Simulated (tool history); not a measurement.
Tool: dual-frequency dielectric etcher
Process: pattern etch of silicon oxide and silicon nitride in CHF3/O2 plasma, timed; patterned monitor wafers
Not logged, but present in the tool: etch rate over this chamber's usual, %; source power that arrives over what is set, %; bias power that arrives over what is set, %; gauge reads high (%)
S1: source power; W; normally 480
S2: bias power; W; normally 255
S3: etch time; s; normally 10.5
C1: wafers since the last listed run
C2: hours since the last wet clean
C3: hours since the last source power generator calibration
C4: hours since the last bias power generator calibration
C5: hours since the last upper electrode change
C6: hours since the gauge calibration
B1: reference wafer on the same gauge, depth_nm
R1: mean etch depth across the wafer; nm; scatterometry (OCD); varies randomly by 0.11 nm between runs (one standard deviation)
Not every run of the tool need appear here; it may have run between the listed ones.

| run | day | S1 | S2 | S3 | C1 | C2 | C3 | C4 | C5 | C6 | B1 | R1 |
|---|---|---|---|---|---|---|---|---|---|---|---|---|
| 1 | 0.000 | 520 | 255 | 10.5 | 0 | 374.4 | 2050.5 | 4012.0 | 2121.3 | 2338.5 | 17.00 | 16.34 |
| 2 | 2.529 | 520 | 255 | 10.5 | 955 | 435.1 | 2111.2 | 4072.7 | 2182.0 | 2399.2 | 16.97 | 16.01 |
|  | 5.171 | wet clean of the chamber |
| 3 | 5.192 | 520 | 255 | 10.5 | 628 | 0.5 | 2175.1 | 4136.6 | 2245.9 | 2463.1 | 17.05 | 16.95 |
|  | 5.604 | bias power generator calibrated |
| 4 | 7.029 | 450 | 255 | 10.5 | 631 | 44.6 | 2219.2 | 34.2 | 2290.0 | 2507.2 | 17.04 | 16.41 |
| 5 | 9.029 | 450 | 255 | 10.5 | 755 | 92.6 | 2267.2 | 82.2 | 2338.0 | 2555.2 | 17.00 | 16.16 |
| 6 | 10.650 | 480 | 282 | 10.5 | 612 | 131.5 | 2306.1 | 121.1 | 2376.9 | 2594.1 | 17.03 | 16.76 |
| 7 | 13.517 | 530 | 206 | 10.5 | 1083 | 200.3 | 2374.9 | 189.9 | 2445.7 | 2662.9 | 17.02 | 15.83 |
|  | 15.258 | upper electrode replaced, of another model than before |
| 8 | 16.258 | 480 | 255 | 10.5 | 658 | 266.1 | 2440.7 | 255.7 | 24.0 | 2728.7 | 16.94 | 16.27 |
| 9 | 17.958 | 520 | 255 | 10.5 | 642 | 306.9 | 2481.5 | 296.5 | 64.8 | 2769.5 | 16.99 | 16.44 |
| 10 | 20.471 | 370 | 255 | 10.5 | 949 | 367.2 | 2541.8 | 356.8 | 125.1 | 2829.8 | 17.00 | 15.61 |
| 11 | 21.875 | 480 | 255 | 12.5 | 530 | 400.9 | 2575.5 | 390.5 | 158.8 | 2863.5 | 17.00 | 19.11 |
|  | 22.200 | gauge calibrated |
| 12 | 23.779 | 480 | 255 | 10.5 | 719 | 446.6 | 2621.2 | 436.2 | 204.5 | 37.9 | 17.02 | 15.89 |
| 13 | 25.888 | 560 | 255 | 12.5 | 796 | 497.2 | 2671.8 | 486.8 | 255.1 | 88.5 | 16.96 | 19.31 |
|  | 29.329 | wet clean of the chamber |
| 14 | 29.350 | 390 | 236 | 12.5 | 930 | 0.5 | 2754.9 | 569.9 | 338.2 | 171.6 | 16.96 | 18.77 |
|  | 31.329 | source power generator calibrated |
| 15 | 31.454 | 550 | 234 | 11.5 | 732 | 51.0 | 3.0 | 620.4 | 388.7 | 222.1 | 16.99 | 17.49 |
| 16 | 38.912 | 480 | 255 | 10.5 | 2818 | 230.0 | 182.0 | 799.4 | 567.7 | 401.1 | 16.97 | 16.21 |
| 17 | 41.396 | 560 | 281 | 10.5 | 938 | 289.6 | 241.6 | 859.0 | 627.3 | 460.7 | 17.02 | 17.05 |
| 18 | 42.921 | 480 | 255 | 10.5 | 576 | 326.2 | 278.2 | 895.6 | 663.9 | 497.3 | 16.99 | 15.95 |
| 19 | 45.904 | 480 | 255 | 10.5 | 1127 | 397.8 | 349.8 | 967.2 | 735.5 | 568.9 | 17.01 | 15.96 |
| 20 | 47.771 | 480 | 255 | 10.5 | 705 | 442.6 | 394.6 | 1012.0 | 780.3 | 613.7 | 16.99 | 15.76 |
|  | 49.754 | wet clean of the chamber |
| 21 | 49.775 | 600 | 297 | 10.5 | 379 | 0.5 | 442.7 | 1060.1 | 828.4 | 661.8 | 17.02 | 17.83 |
| 22 | 50.804 | 480 | 255 | 10.5 | 388 | 25.2 | 467.4 | 1084.8 | 853.1 | 686.5 | 17.00 | 16.28 |
| 23 | 53.671 | 480 | 255 | 8.0 | 1083 | 94.0 | 536.2 | 1153.6 | 921.9 | 755.3 | 17.00 | 12.39 |
| 24 | 56.183 | 560 | 193 | 11.5 | 949 | 154.3 | 596.5 | 1213.9 | 982.2 | 815.6 | 17.02 | 15.96 |
| 25 | 58.600 | 570 | 225 | 10.5 | 913 | 212.3 | 654.5 | 1271.9 | 1040.2 | 873.6 | 17.02 | 15.54 |
| 26 | 59.767 | 450 | 314 | 13.5 | 440 | 240.3 | 682.5 | 1299.9 | 1068.2 | 901.6 | 17.00 | 22.29 |
| 27 | 62.633 | 600 | 202 | 11.5 | 1083 | 309.1 | 751.3 | 1368.7 | 1137.0 | 970.4 | 16.95 | 16.57 |
| 28 | 67.171 | 480 | 255 | 10.5 | 1714 | 418.0 | 860.2 | 1477.6 | 1245.9 | 1079.3 | 16.97 | 15.75 |
|  | 68.617 | wet clean of the chamber |
| 29 | 70.554 | 580 | 255 | 11.5 | 900 | 46.5 | 941.4 | 1558.8 | 1327.1 | 1160.5 | 17.02 | 18.16 |

Below are 4 alternative next runs, each starting from the tool's condition after run 29. Predict each:
| A | 70.571 | 480 | 314 | 10.5 | 6 | 46.9 | 941.8 | 1559.2 | 1327.5 | 1160.9 | ? | ? |
| B | 70.571 | 540 | 255 | 10.5 | 6 | 46.9 | 941.8 | 1559.2 | 1327.5 | 1160.9 | ? | ? |
| C | 70.571 | 440 | 255 | 10.5 | 6 | 46.9 | 941.8 | 1559.2 | 1327.5 | 1160.9 | ? | ? |
| D | 70.571 | 480 | 273 | 10.5 | 6 | 46.9 | 941.8 | 1559.2 | 1327.5 | 1160.9 | ? | ? |

| run | B1 | R1 |
|---|---|---|
| A | 16.99 | 17.65 |
| B | 16.99 | 16.48 |
| C | 16.99 | 16.09 |
| D | 16.99 | 16.69 |
Take away the tool's hidden state, keep each run's random variation, and the runs would have read:
| run | R1 |
|---|---|
| A | 17.85 |
| B | 16.66 |
| C | 16.27 |
| D | 16.88 |
